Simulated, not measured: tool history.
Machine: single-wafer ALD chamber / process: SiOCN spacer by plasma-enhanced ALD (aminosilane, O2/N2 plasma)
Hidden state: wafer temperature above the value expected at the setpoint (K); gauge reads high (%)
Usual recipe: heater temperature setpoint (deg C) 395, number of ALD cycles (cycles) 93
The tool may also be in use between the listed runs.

run   hour  heater temperature setpoint (deg C)  number of ALD cycles (cycles)  wafers since the last listed run  hours since the last thermocouple change  hours since the gauge calibration  read-back reference wafer on the same gauge, thickness_nm  mean film thickness on the monitor wafer (nm)
  1    0.0                                  395                             81                                 0                                     831.2                              114.9                                                      6.230                                          5.192
  2   17.0                                  395                             93                                62                                     848.2                              131.9                                                      6.231                                          5.983
  3   24.6                                  395                             93                                28                                     855.8                              139.5                                                      6.228                                          5.992
      31.6  -- gauge calibrated
  4   34.9                                  395                             93                                38                                     866.1                                3.3                                                      6.231                                          5.969
  5   50.4                                  395                             93                                57                                     881.6                               18.8                                                      6.233                                          5.995
  6   64.1                                  395                             93                                50                                     895.3                               32.5                                                      6.222                                          6.017
  7   76.4                                  395                             93                                45                                     907.6                               44.8                                                      6.232                                          5.948
  8   84.5                                  395                             93                                29                                     915.7                               52.9                                                      6.235                                          5.961
  9   96.4                                  395                             93                                43                                     927.6                               64.8                                                      6.231                                          5.999
 10  113.7                                  395                             89                                63                                     944.9                               82.1                                                      6.237                                          5.743
 11  123.0                                  395                             93                                34                                     954.2                               91.4                                                      6.225                                          5.976
 12  137.2                                  402                            103                                52                                     968.4                              105.6                                                      6.228                                          6.576
 13  145.3                                  395                             93                                29                                     976.5                              113.7                                                      6.236                                          5.982
 14  155.3                                  400                             93                                36                                     986.5                              123.7                                                      6.231                                          5.946
 15  165.0                                  395                             93                                35                                     996.2                              133.4                                                      6.235                                          5.983
 16  180.8                                  389                            103                                58                                    1012.0                              149.2                                                      6.237                                          6.626
     199.6  -- thermocouple changed; heater temperature recalibrated
 17  218.0                                  395                             93                               107                                      18.4                              186.4                                                      6.231                                          5.992
     222.8  -- gauge calibrated
 18  233.2                                  401                             80                                56                                      33.6                               10.4                                                      6.234                                          5.122
 19  249.5                                  395                             93                                60                                      49.9                               26.7                                                      6.231                                          5.997
 20  264.0                                  385                             81                                53                                      64.4                               41.2                                                      6.227                                          5.243
 21  272.4                                  381                             87                                31                                      72.8                               49.6                                                      6.229                                          5.576
 22  286.6                                  385                             93                                52                                      87.0                               63.8                                                      6.238                                          5.992

4 options for the next run, each taken on its own from the tool as it stands now. Forecast them:
  A  287.2                                  395                             93                                 2                                      87.6                               64.4                                                          ?                                              ?
  B  287.2                                  406                             82                                 2                                      87.6                               64.4                                                          ?                                              ?
  C  287.2                                  385                             76                                 2                                      87.6                               64.4                                                          ?                                              ?
  D  287.2                                  395                             85                                 2                                      87.6                               64.4                                                          ?                                              ?

run  read-back reference wafer on the same gauge, thickness_nm  mean film thickness on the monitor wafer (nm)
  A                                                      6.235                                          6.010
  B                                                      6.235                                          5.179
  C                                                      6.235                                          4.911
  D                                                      6.235                                          5.493
Stripped of hidden state, with their random variation kept, the same runs would have yielded:
run  mean film thickness on the monitor wafer (nm)
  A                                          6.010
  B                                          5.179
  C                                          4.911
  D                                          5.493
